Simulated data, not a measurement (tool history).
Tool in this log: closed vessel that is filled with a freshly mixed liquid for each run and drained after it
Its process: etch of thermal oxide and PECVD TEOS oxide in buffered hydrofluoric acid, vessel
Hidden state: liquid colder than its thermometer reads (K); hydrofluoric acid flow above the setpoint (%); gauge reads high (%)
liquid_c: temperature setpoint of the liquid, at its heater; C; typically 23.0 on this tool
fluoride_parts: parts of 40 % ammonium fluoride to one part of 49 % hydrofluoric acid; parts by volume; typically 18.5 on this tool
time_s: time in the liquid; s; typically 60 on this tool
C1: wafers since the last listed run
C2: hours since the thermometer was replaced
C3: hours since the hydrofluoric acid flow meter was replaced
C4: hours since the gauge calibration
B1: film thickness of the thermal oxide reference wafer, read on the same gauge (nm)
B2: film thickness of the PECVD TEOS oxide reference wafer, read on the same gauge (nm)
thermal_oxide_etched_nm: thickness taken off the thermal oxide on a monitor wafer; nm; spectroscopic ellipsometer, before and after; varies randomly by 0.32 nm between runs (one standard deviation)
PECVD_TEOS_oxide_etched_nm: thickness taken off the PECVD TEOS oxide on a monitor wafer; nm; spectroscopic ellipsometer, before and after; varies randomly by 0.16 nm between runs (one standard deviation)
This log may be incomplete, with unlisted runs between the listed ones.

run 1 hour=0.0 | liquid_c=23.0 fluoride_parts=23.5 time_s=60 | C1=0 C2=152.6 C3=1814.4 C4=107.0 | B1=30.01 B2=109.98 | thermal_oxide_etched_nm=28.42 PECVD_TEOS_oxide_etched_nm=35.78
run 2 hour=30.0 | liquid_c=26.0 fluoride_parts=18.5 time_s=60 | C1=3754 C2=182.6 C3=1844.4 C4=137.0 | B1=29.99 B2=109.97 | thermal_oxide_etched_nm=41.33 PECVD_TEOS_oxide_etched_nm=52.42
run 3 hour=51.6 | liquid_c=26.0 fluoride_parts=18.5 time_s=60 | C1=2703 C2=204.2 C3=1866.0 C4=158.6 | B1=30.00 B2=109.98 | thermal_oxide_etched_nm=41.63 PECVD_TEOS_oxide_etched_nm=52.72
run 4 hour=75.8 | liquid_c=26.5 fluoride_parts=24.5 time_s=35 | C1=3028 C2=228.4 C3=1890.2 C4=182.8 | B1=29.99 B2=110.02 | thermal_oxide_etched_nm=19.32 PECVD_TEOS_oxide_etched_nm=24.56
-- hour=98.1 hydrofluoric acid flow meter replaced
run 5 hour=110.0 | liquid_c=23.0 fluoride_parts=18.5 time_s=70 | C1=4155 C2=262.6 C3=11.9 C4=217.0 | B1=30.00 B2=110.01 | thermal_oxide_etched_nm=36.56 PECVD_TEOS_oxide_etched_nm=46.62
run 6 hour=126.2 | liquid_c=23.0 fluoride_parts=18.5 time_s=60 | C1=2027 C2=278.8 C3=28.1 C4=233.2 | B1=30.01 B2=110.02 | thermal_oxide_etched_nm=31.18 PECVD_TEOS_oxide_etched_nm=39.50
run 7 hour=155.9 | liquid_c=26.5 fluoride_parts=11.5 time_s=80 | C1=3717 C2=308.5 C3=57.8 C4=262.9 | B1=30.00 B2=110.00 | thermal_oxide_etched_nm=81.37 PECVD_TEOS_oxide_etched_nm=101.78
run 8 hour=168.3 | liquid_c=20.0 fluoride_parts=14.0 time_s=60 | C1=1551 C2=320.9 C3=70.2 C4=275.3 | B1=30.00 B2=110.00 | thermal_oxide_etched_nm=34.45 PECVD_TEOS_oxide_etched_nm=44.10
run 9 hour=199.3 | liquid_c=20.0 fluoride_parts=13.0 time_s=60 | C1=3879 C2=351.9 C3=101.2 C4=306.3 | B1=30.02 B2=109.97 | thermal_oxide_etched_nm=37.50 PECVD_TEOS_oxide_etched_nm=47.82
run 10 hour=217.2 | liquid_c=23.0 fluoride_parts=18.5 time_s=60 | C1=2240 C2=369.8 C3=119.1 C4=324.2 | B1=29.97 B2=109.95 | thermal_oxide_etched_nm=31.31 PECVD_TEOS_oxide_etched_nm=39.68
run 11 hour=237.6 | liquid_c=20.5 fluoride_parts=20.5 time_s=35 | C1=2553 C2=390.2 C3=139.5 C4=344.6 | B1=30.00 B2=110.01 | thermal_oxide_etched_nm=14.35 PECVD_TEOS_oxide_etched_nm=18.05
run 12 hour=273.3 | liquid_c=23.0 fluoride_parts=18.5 time_s=60 | C1=4468 C2=425.9 C3=175.2 C4=380.3 | B1=30.02 B2=110.01 | thermal_oxide_etched_nm=30.79 PECVD_TEOS_oxide_etched_nm=39.53
run 13 hour=299.9 | liquid_c=24.5 fluoride_parts=11.0 time_s=60 | C1=3329 C2=452.5 C3=201.8 C4=406.9 | B1=30.00 B2=110.02 | thermal_oxide_etched_nm=56.59 PECVD_TEOS_oxide_etched_nm=71.59
run 14 hour=323.3 | liquid_c=23.0 fluoride_parts=18.5 time_s=45 | C1=2928 C2=475.9 C3=225.2 C4=430.3 | B1=30.00 B2=110.01 | thermal_oxide_etched_nm=23.45 PECVD_TEOS_oxide_etched_nm=29.57
run 15 hour=347.2 | liquid_c=26.5 fluoride_parts=21.0 time_s=60 | C1=2991 C2=499.8 C3=249.1 C4=454.2 | B1=30.02 B2=109.99 | thermal_oxide_etched_nm=33.47 PECVD_TEOS_oxide_etched_nm=42.41
run 16 hour=360.3 | liquid_c=23.0 fluoride_parts=11.5 time_s=60 | C1=1639 C2=512.9 C3=262.2 C4=467.3 | B1=29.99 B2=110.02 | thermal_oxide_etched_nm=49.40 PECVD_TEOS_oxide_etched_nm=62.98
run 17 hour=379.8 | liquid_c=19.5 fluoride_parts=24.5 time_s=75 | C1=2440 C2=532.4 C3=281.7 C4=486.8 | B1=30.00 B2=110.03 | thermal_oxide_etched_nm=25.74 PECVD_TEOS_oxide_etched_nm=32.11
run 18 hour=395.0 | liquid_c=23.0 fluoride_parts=14.5 time_s=60 | C1=1902 C2=547.6 C3=296.9 C4=502.0 | B1=30.00 B2=110.03 | thermal_oxide_etched_nm=38.99 PECVD_TEOS_oxide_etched_nm=49.75
run 19 hour=407.3 | liquid_c=18.5 fluoride_parts=11.5 time_s=45 | C1=1539 C2=559.9 C3=309.2 C4=514.3 | B1=30.01 B2=110.02 | thermal_oxide_etched_nm=28.70 PECVD_TEOS_oxide_etched_nm=36.34
run 20 hour=437.8 | liquid_c=21.0 fluoride_parts=24.5 time_s=70 | C1=3817 C2=590.4 C3=339.7 C4=544.8 | B1=29.99 B2=110.03 | thermal_oxide_etched_nm=25.68 PECVD_TEOS_oxide_etched_nm=32.56
run 21 hour=452.4 | liquid_c=23.0 fluoride_parts=18.5 time_s=60 | C1=1827 C2=605.0 C3=354.3 C4=559.4 | B1=29.99 B2=110.01 | thermal_oxide_etched_nm=31.01 PECVD_TEOS_oxide_etched_nm=38.89
run 22 hour=464.8 | liquid_c=21.5 fluoride_parts=18.5 time_s=60 | C1=1551 C2=617.4 C3=366.7 C4=571.8 | B1=30.01 B2=110.03 | thermal_oxide_etched_nm=27.99 PECVD_TEOS_oxide_etched_nm=35.98
run 23 hour=485.2 | liquid_c=24.5 fluoride_parts=24.5 time_s=60 | C1=2553 C2=637.8 C3=387.1 C4=592.2 | B1=30.00 B2=110.01 | thermal_oxide_etched_nm=26.71 PECVD_TEOS_oxide_etched_nm=34.08
run 24 hour=519.8 | liquid_c=23.0 fluoride_parts=18.5 time_s=60 | C1=4330 C2=672.4 C3=421.7 C4=626.8 | B1=30.00 B2=109.93 | thermal_oxide_etched_nm=30.16 PECVD_TEOS_oxide_etched_nm=39.07
run 25 hour=532.9 | liquid_c=20.5 fluoride_parts=18.5 time_s=60 | C1=1639 C2=685.5 C3=434.8 C4=639.9 | B1=29.97 B2=110.00 | thermal_oxide_etched_nm=26.71 PECVD_TEOS_oxide_etched_nm=33.74
run 26 hour=545.8 | liquid_c=23.0 fluoride_parts=26.0 time_s=60 | C1=1614 C2=698.4 C3=447.7 C4=652.8 | B1=30.00 B2=109.99 | thermal_oxide_etched_nm=23.33 PECVD_TEOS_oxide_etched_nm=29.86

Below are 4 alternative next runs, each starting from the tool's condition after run 26. Predict each:
run A hour=546.5 | liquid_c=23.0 fluoride_parts=18.5 time_s=60 | C1=87 C2=699.1 C3=448.4 C4=653.5 | B1=? B2=? | thermal_oxide_etched_nm=? PECVD_TEOS_oxide_etched_nm=?
run B hour=546.5 | liquid_c=18.0 fluoride_parts=18.5 time_s=60 | C1=87 C2=699.1 C3=448.4 C4=653.5 | B1=? B2=? | thermal_oxide_etched_nm=? PECVD_TEOS_oxide_etched_nm=?
run C hour=546.5 | liquid_c=21.5 fluoride_parts=18.5 time_s=90 | C1=87 C2=699.1 C3=448.4 C4=653.5 | B1=? B2=? | thermal_oxide_etched_nm=? PECVD_TEOS_oxide_etched_nm=?
run D hour=546.5 | liquid_c=23.0 fluoride_parts=20.5 time_s=60 | C1=87 C2=699.1 C3=448.4 C4=653.5 | B1=? B2=? | thermal_oxide_etched_nm=? PECVD_TEOS_oxide_etched_nm=?

run=A B1=29.98 B2=110.01 thermal_oxide_etched_nm=30.58 PECVD_TEOS_oxide_etched_nm=38.78
run=B B1=29.98 B2=110.01 thermal_oxide_etched_nm=23.06 PECVD_TEOS_oxide_etched_nm=29.25
run=C B1=29.98 B2=110.01 thermal_oxide_etched_nm=42.19 PECVD_TEOS_oxide_etched_nm=53.50
run=D B1=29.98 B2=110.01 thermal_oxide_etched_nm=27.63 PECVD_TEOS_oxide_etched_nm=35.05
Had the tool no hidden state, the same runs would have come out as:
run=A thermal_oxide_etched_nm=32.03 PECVD_TEOS_oxide_etched_nm=40.62
run=B thermal_oxide_etched_nm=24.21 PECVD_TEOS_oxide_etched_nm=30.71
run=C thermal_oxide_etched_nm=44.22 PECVD_TEOS_oxide_etched_nm=56.08
run=D thermal_oxide_etched_nm=29.16 PECVD_TEOS_oxide_etched_nm=36.98
